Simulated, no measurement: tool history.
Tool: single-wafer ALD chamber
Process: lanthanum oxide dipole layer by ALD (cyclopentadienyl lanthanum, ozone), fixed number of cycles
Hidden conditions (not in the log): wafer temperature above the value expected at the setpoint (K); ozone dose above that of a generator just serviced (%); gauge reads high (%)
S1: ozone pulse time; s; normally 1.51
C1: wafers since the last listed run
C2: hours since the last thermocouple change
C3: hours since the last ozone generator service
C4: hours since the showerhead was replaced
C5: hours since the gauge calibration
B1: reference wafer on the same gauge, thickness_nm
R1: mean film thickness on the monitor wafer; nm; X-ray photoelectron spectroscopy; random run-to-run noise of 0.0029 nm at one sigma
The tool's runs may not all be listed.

run 1 hour=0.0 | S1=1.51 | C1=0 C2=1316.6 C3=712.9 C4=3289.4 C5=165.9 | B1=0.614 | R1=0.559
run 2 hour=7.8 | S1=1.51 | C1=117 C2=1324.4 C3=720.7 C4=3297.2 C5=173.7 | B1=0.615 | R1=0.563
run 3 hour=55.1 | S1=1.51 | C1=714 C2=1371.7 C3=768.0 C4=3344.5 C5=221.0 | B1=0.616 | R1=0.562
-- hour=100.2 showerhead replaced
run 4 hour=100.7 | S1=1.51 | C1=568 C2=1417.3 C3=813.6 C4=0.5 C5=266.6 | B1=0.616 | R1=0.557
run 5 hour=105.2 | S1=1.51 | C1=67 C2=1421.8 C3=818.1 C4=5.0 C5=271.1 | B1=0.616 | R1=0.560
run 6 hour=120.9 | S1=1.51 | C1=237 C2=1437.5 C3=833.8 C4=20.7 C5=286.8 | B1=0.615 | R1=0.554
run 7 hour=132.1 | S1=1.03 | C1=169 C2=1448.7 C3=845.0 C4=31.9 C5=298.0 | B1=0.614 | R1=0.475
-- hour=134.6 gauge calibrated
-- hour=141.0 ozone generator serviced
run 8 hour=141.5 | S1=1.89 | C1=21 C2=1458.1 C3=0.5 C4=41.3 C5=6.9 | B1=0.614 | R1=0.540
run 9 hour=155.0 | S1=1.89 | C1=203 C2=1471.6 C3=14.0 C4=54.8 C5=20.4 | B1=0.615 | R1=0.543
run 10 hour=170.2 | S1=1.79 | C1=229 C2=1486.8 C3=29.2 C4=70.0 C5=35.6 | B1=0.614 | R1=0.531
run 11 hour=183.8 | S1=1.86 | C1=205 C2=1500.4 C3=42.8 C4=83.6 C5=49.2 | B1=0.615 | R1=0.533
run 12 hour=196.6 | S1=1.06 | C1=193 C2=1513.2 C3=55.6 C4=96.4 C5=62.0 | B1=0.613 | R1=0.403
run 13 hour=204.2 | S1=1.84 | C1=114 C2=1520.8 C3=63.2 C4=104.0 C5=69.6 | B1=0.614 | R1=0.532
-- hour=218.8 ozone generator serviced, repeated, since the last time left the tool worse
run 14 hour=219.3 | S1=1.21 | C1=107 C2=1535.9 C3=0.5 C4=119.1 C5=84.7 | B1=0.615 | R1=0.565
-- hour=230.8 thermocouple changed; heater temperature recalibrated
run 15 hour=231.3 | S1=2.11 | C1=60 C2=0.5 C3=12.5 C4=131.1 C5=96.7 | B1=0.614 | R1=0.621
run 16 hour=234.3 | S1=1.51 | C1=45 C2=3.5 C3=15.5 C4=134.1 C5=99.7 | B1=0.614 | R1=0.589
run 17 hour=241.1 | S1=2.03 | C1=102 C2=10.3 C3=22.3 C4=140.9 C5=106.5 | B1=0.614 | R1=0.614
run 18 hour=258.9 | S1=2.01 | C1=268 C2=28.1 C3=40.1 C4=158.7 C5=124.3 | B1=0.614 | R1=0.612
run 19 hour=275.7 | S1=1.51 | C1=253 C2=44.9 C3=56.9 C4=175.5 C5=141.1 | B1=0.616 | R1=0.595
run 20 hour=292.0 | S1=1.90 | C1=246 C2=61.2 C3=73.2 C4=191.8 C5=157.4 | B1=0.614 | R1=0.609
run 21 hour=302.2 | S1=1.70 | C1=154 C2=71.4 C3=83.4 C4=202.0 C5=167.6 | B1=0.615 | R1=0.605
run 22 hour=319.2 | S1=1.98 | C1=256 C2=88.4 C3=100.4 C4=219.0 C5=184.6 | B1=0.615 | R1=0.612

Run-by-run hidden state of the tool:
wafer temperature above the value expected at the setpoint (K): 0 across all the runs
gauge reads high (%): 0 across all the runs
H1: ozone dose above that of a generator just serviced (%)
run=1 H1=-21.7
run=2 H1=-21.9
run=3 H1=-23.1
run=4 H1=-24.3
run=5 H1=-24.4
run=6 H1=-24.8
run=7 H1=-25.1
run=8 H1=-43.6
run=9 H1=-43.9
run=10 H1=-44.3
run=11 H1=-44.6
run=12 H1=-45
run=13 H1=-45.2
run=14 H1=-0.782
run=15 H1=-1.09
run=16 H1=-1.17
run=17 H1=-1.34
run=18 H1=-1.8
run=19 H1=-2.24
run=20 H1=-2.66
run=21 H1=-2.92
run=22 H1=-3.36

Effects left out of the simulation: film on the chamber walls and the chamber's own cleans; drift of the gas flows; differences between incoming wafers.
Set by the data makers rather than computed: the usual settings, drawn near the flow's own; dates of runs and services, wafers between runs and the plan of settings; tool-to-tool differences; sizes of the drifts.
